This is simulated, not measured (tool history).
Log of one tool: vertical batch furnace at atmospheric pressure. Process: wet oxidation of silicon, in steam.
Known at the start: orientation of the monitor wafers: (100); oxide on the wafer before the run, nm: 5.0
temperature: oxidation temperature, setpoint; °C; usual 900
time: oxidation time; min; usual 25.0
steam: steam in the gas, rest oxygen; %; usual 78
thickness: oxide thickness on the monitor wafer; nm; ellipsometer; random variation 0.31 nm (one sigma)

| run | hour | temperature | time | steam | read-back reference wafer on the same gauge, thickness | thickness |
|---|---|---|---|---|---|---|
| 1 | 0.0 | 900 | 15.0 | 83 | 66.62 | 45.58 |
| 2 | 17.7 | 900 | 15.0 | 83 | 66.64 | 46.23 |
| 3 | 30.5 | 900 | 25.0 | 78 | 66.67 | 67.73 |
| 4 | 41.9 | 900 | 25.0 | 78 | 66.69 | 67.95 |
| 5 | 48.4 | 900 | 25.0 | 78 | 66.56 | 67.48 |
| 6 | 65.4 | 900 | 25.0 | 78 | 66.68 | 67.53 |
| 7 | 82.2 | 900 | 25.0 | 78 | 66.64 | 67.96 |
| 8 | 100.5 | 900 | 25.0 | 78 | 66.64 | 67.83 |
| 9 | 115.4 | 900 | 25.0 | 78 | 66.68 | 67.58 |
| 10 | 127.6 | 900 | 25.0 | 78 | 66.59 | 68.24 |
| 11 | 142.0 | 900 | 25.0 | 78 | 66.58 | 67.91 |
| 12 | 160.3 | 900 | 25.0 | 78 | 66.60 | 68.08 |
| 13 | 172.3 | 900 | 25.0 | 78 | 66.62 | 67.50 |
|  | 208.3 | steam generator serviced |
| 14 | 208.8 | 900 | 25.0 | 78 | 66.50 | 67.88 |
| 15 | 213.1 | 900 | 25.0 | 78 | 66.58 | 67.70 |
| 16 | 220.6 | 900 | 25.0 | 78 | 66.60 | 68.53 |
| 17 | 229.8 | 888 | 14.5 | 71 | 66.60 | 32.74 |
| 18 | 245.9 | 900 | 13.5 | 78 | 66.59 | 39.91 |

Run 19 comes next. What will it give?
| 19 | 254.7 | 900 | 13.0 | 75 | ? | ? |

{"run 19": {"read-back reference wafer on the same gauge, thickness": 66.62, "thickness": 37.11}}
Without the tool's hidden state the same run would have given thickness 34.56 nm.

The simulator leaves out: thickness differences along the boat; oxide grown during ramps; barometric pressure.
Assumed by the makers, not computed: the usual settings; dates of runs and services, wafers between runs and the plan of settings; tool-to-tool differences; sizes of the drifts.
